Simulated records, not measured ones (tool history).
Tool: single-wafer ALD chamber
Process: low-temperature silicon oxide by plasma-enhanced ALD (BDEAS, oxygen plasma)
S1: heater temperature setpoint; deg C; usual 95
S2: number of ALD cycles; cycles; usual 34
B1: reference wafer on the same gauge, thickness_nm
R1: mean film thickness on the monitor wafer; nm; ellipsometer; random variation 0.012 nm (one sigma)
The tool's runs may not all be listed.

run     day  S1  S2     B1     R1
  1   0.000  95  34  5.322  5.024
  2   3.908  95  30  5.321  4.441
  3   6.204  95  34  5.319  5.014
  4   9.142  95  34  5.322  5.013
  5  12.258  95  34  5.320  5.022
  6  14.242  95  39  5.322  5.744
     16.488  -- gauge calibrated
  7  17.496  95  39  5.320  5.762
  8  19.446  86  34  5.316  5.175
  9  21.550  95  34  5.320  5.046
 10  23.075  95  34  5.319  5.013
     25.262  -- thermocouple changed; heater temperature recalibrated
 11  26.442  99  29  5.323  4.144

The next listed run, before its measurement:
 12  35.900  109  36   ?   ?

{"run 12": {"B1": 5.323, "R1": 5.047}}
Without the tool's hidden state the same run would have given R1 5.025 nm.

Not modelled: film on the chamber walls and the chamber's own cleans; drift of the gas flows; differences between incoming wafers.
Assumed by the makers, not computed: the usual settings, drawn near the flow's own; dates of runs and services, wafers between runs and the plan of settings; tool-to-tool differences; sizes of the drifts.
